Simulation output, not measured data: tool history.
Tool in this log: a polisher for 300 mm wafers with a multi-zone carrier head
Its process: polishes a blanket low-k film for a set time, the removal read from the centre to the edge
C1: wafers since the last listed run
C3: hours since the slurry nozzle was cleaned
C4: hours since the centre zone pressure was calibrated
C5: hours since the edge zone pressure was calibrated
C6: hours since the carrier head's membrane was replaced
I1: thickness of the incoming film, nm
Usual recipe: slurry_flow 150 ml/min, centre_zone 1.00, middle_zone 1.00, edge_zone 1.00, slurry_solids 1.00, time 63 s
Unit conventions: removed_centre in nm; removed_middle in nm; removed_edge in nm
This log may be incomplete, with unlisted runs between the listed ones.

Run 1, hour 0.0: usual settings but slurry_flow 190 ml/min, middle_zone 0.90; C1 0; wafers polished on this pad 36; C3 659.4; C4 9.4; C5 854.1; C6 98.9; I1 333.9. Result: removed_centre 28.4 nm, removed_middle 25.8 nm, removed_edge 27.6 nm.
Run 2, hour 20.8: usual settings but slurry_flow 105 ml/min, middle_zone 0.88; C1 231; wafers polished on this pad 267; C3 680.2; C4 30.2; C5 874.9; C6 119.7; I1 331.5. Result: removed_centre 24.7 nm, removed_middle 21.9 nm, removed_edge 25.8 nm.
Run 3, hour 35.5: usual settings; C1 163; wafers polished on this pad 431; C3 694.9; C4 44.9; C5 889.6; C6 134.4; I1 333.9. Result: removed_centre 26.8 nm, removed_middle 26.3 nm, removed_edge 26.8 nm.
Run 4, hour 48.8: usual settings but slurry_flow 125 ml/min, centre_zone 1.04, slurry_solids 0.70; C1 148; wafers polished on this pad 579; C3 708.2; C4 58.2; C5 902.9; C6 147.7; I1 323.1. Result: removed_centre 22.9 nm, removed_middle 21.3 nm, removed_edge 22.0 nm.
Run 5, hour 76.3: usual settings but middle_zone 0.93, slurry_solids 0.75; C1 306; wafers polished on this pad 885; C3 735.7; C4 85.7; C5 930.4; C6 175.2; I1 334.4. Result: removed_centre 23.9 nm, removed_middle 21.7 nm, removed_edge 23.4 nm.
Run 6, hour 100.8: usual settings but middle_zone 0.93, slurry_solids 0.75; C1 272; wafers polished on this pad 1158; C3 760.2; C4 110.2; C5 954.9; C6 199.7; I1 328.4. Result: removed_centre 23.3 nm, removed_middle 21.0 nm, removed_edge 23.1 nm.
Run 7, hour 121.6: usual settings but slurry_flow 185 ml/min, middle_zone 0.97; C1 231; wafers polished on this pad 1389; C3 781.0; C4 131.0; C5 975.7; C6 220.5; I1 332.8. Result: removed_centre 26.4 nm, removed_middle 25.9 nm, removed_edge 26.6 nm.
Run 8, hour 135.1: usual settings but slurry_flow 190 ml/min, centre_zone 0.92, middle_zone 0.97, time 45 s; C1 150; wafers polished on this pad 1540; C3 794.5; C4 144.5; C5 989.2; C6 234.0; I1 327.7. Result: removed_centre 17.9 nm, removed_middle 18.4 nm, removed_edge 18.7 nm.
Run 9, hour 155.5: usual settings but edge_zone 0.88; C1 227; wafers polished on this pad 1767; C3 814.9; C4 164.9; C5 1009.6; C6 254.4; I1 335.7. Result: removed_centre 25.7 nm, removed_middle 25.3 nm, removed_edge 23.9 nm.
Run 10, hour 179.5: usual settings but centre_zone 1.10; C1 267; wafers polished on this pad 2034; C3 838.9; C4 188.9; C5 1033.6; C6 278.4; I1 324.6. Result: removed_centre 28.7 nm, removed_middle 25.0 nm, removed_edge 25.2 nm.
At hour 198.4: edge zone pressure recalibrated.
Run 11, hour 215.2: usual settings; C1 375; wafers polished on this pad 2409; C3 874.6; C4 224.6; C5 16.8; C6 314.1; I1 328.1. Result: removed_centre 25.3 nm, removed_middle 24.2 nm, removed_edge 25.0 nm.
At hour 229.6: worn pad replaced by a new one.
Run 12, hour 233.4: usual settings but edge_zone 1.11; C1 158; wafers polished on this pad 41; C3 892.8; C4 242.8; C5 35.0; C6 332.3; I1 330.9. Result: removed_centre 27.3 nm, removed_middle 26.7 nm, removed_edge 28.1 nm.
At hour 236.5: slurry nozzle cleaned.
Run 13, hour 260.6: usual settings but centre_zone 1.11, slurry_solids 0.80; C1 291; wafers polished on this pad 333; C3 24.1; C4 270.0; C5 62.2; C6 359.5; I1 324.2. Result: removed_centre 27.3 nm, removed_middle 24.2 nm, removed_edge 24.1 nm.
Run 14, hour 295.4: usual settings but slurry_flow 185 ml/min, edge_zone 1.11; C1 387; wafers polished on this pad 720; C3 58.9; C4 304.8; C5 97.0; C6 394.3; I1 326.7. Result: removed_centre 26.7 nm, removed_middle 26.9 nm, removed_edge 28.5 nm.
Run 15, hour 319.4: usual settings but centre_zone 0.93, edge_zone 1.07; C1 267; wafers polished on this pad 987; C3 82.9; C4 328.8; C5 121.0; C6 418.3; I1 328.6. Result: removed_centre 24.4 nm, removed_middle 25.7 nm, removed_edge 26.8 nm.
Run 16, hour 337.3: usual settings; C1 199; wafers polished on this pad 1187; C3 100.8; C4 346.7; C5 138.9; C6 436.2; I1 331.0. Result: removed_centre 25.9 nm, removed_middle 25.7 nm, removed_edge 25.6 nm.
Run 17, hour 372.2: usual settings but slurry_flow 165 ml/min, centre_zone 1.11; C1 388; wafers polished on this pad 1575; C3 135.7; C4 381.6; C5 173.8; C6 471.1; I1 331.0. Result: removed_centre 29.2 nm, removed_middle 25.1 nm, removed_edge 25.7 nm.
Run 18, hour 396.2: usual settings but edge_zone 0.91, time 74 s; C1 267; wafers polished on this pad 1842; C3 159.7; C4 405.6; C5 197.8; C6 495.1; I1 324.6. Result: removed_centre 29.1 nm, removed_middle 30.3 nm, removed_edge 28.3 nm.
Run 19, hour 410.4: usual settings; C1 158; wafers polished on this pad 2000; C3 173.9; C4 419.8; C5 212.0; C6 509.3; I1 324.3. Result: removed_centre 25.4 nm, removed_middle 24.9 nm, removed_edge 25.0 nm.
At hour 423.4: worn pad replaced by a new one.
Run 20, hour 444.9: usual settings; C1 339; wafers polished on this pad 239; C3 208.4; C4 454.3; C5 246.5; C6 543.8; I1 330.4. Result: removed_centre 27.2 nm, removed_middle 25.8 nm, removed_edge 26.9 nm.
Run 21, hour 470.2: usual settings but edge_zone 1.03, slurry_solids 0.90, time 46 s; C1 281; wafers polished on this pad 520; C3 233.7; C4 479.6; C5 271.8; C6 569.1; I1 333.8. Result: removed_centre 18.7 nm, removed_middle 18.6 nm, removed_edge 18.8 nm.
Run 22, hour 483.9: usual settings but edge_zone 0.88; C1 152; wafers polished on this pad 673; C3 247.4; C4 493.3; C5 285.5; C6 582.8; I1 330.0. Result: removed_centre 26.5 nm, removed_middle 26.8 nm, removed_edge 24.6 nm.

Pick out some run-to-run changes in removed_centre. Of each, how much would a tool without hidden state show as well, from the settings, what came in and chance, and how much is left for the hidden state and any gauge scatter not in both results compared?
Hidden conditions of the tool in this case: removal rate lost through wear of the pad, %; slurry flow missing at the pad, %; deviation of the centre zone's pressure from its setpoint, %; deviation of the edge zone's pressure from its setpoint, %.
Run 7 -> 8: slurry_flow 185 -> 190, centre_zone 1.00 -> 0.92, time 63 -> 45. removed_centre -8.5 nm: hidden state +0.4, all else -8.9.
Run 11 -> 12: edge_zone 1.00 -> 1.11, worn pad replaced by a new one. removed_centre +2.0 nm: hidden state +2.0, all else +0.0.
Run 19 -> 20: worn pad replaced by a new one. removed_centre +1.8 nm: hidden state +1.9, all else -0.1.
Run 20 -> 21: edge_zone 1.00 -> 1.03, slurry_solids 1.00 -> 0.90, time 63 -> 46. removed_centre -8.5 nm: hidden state -0.1, all else -8.4.
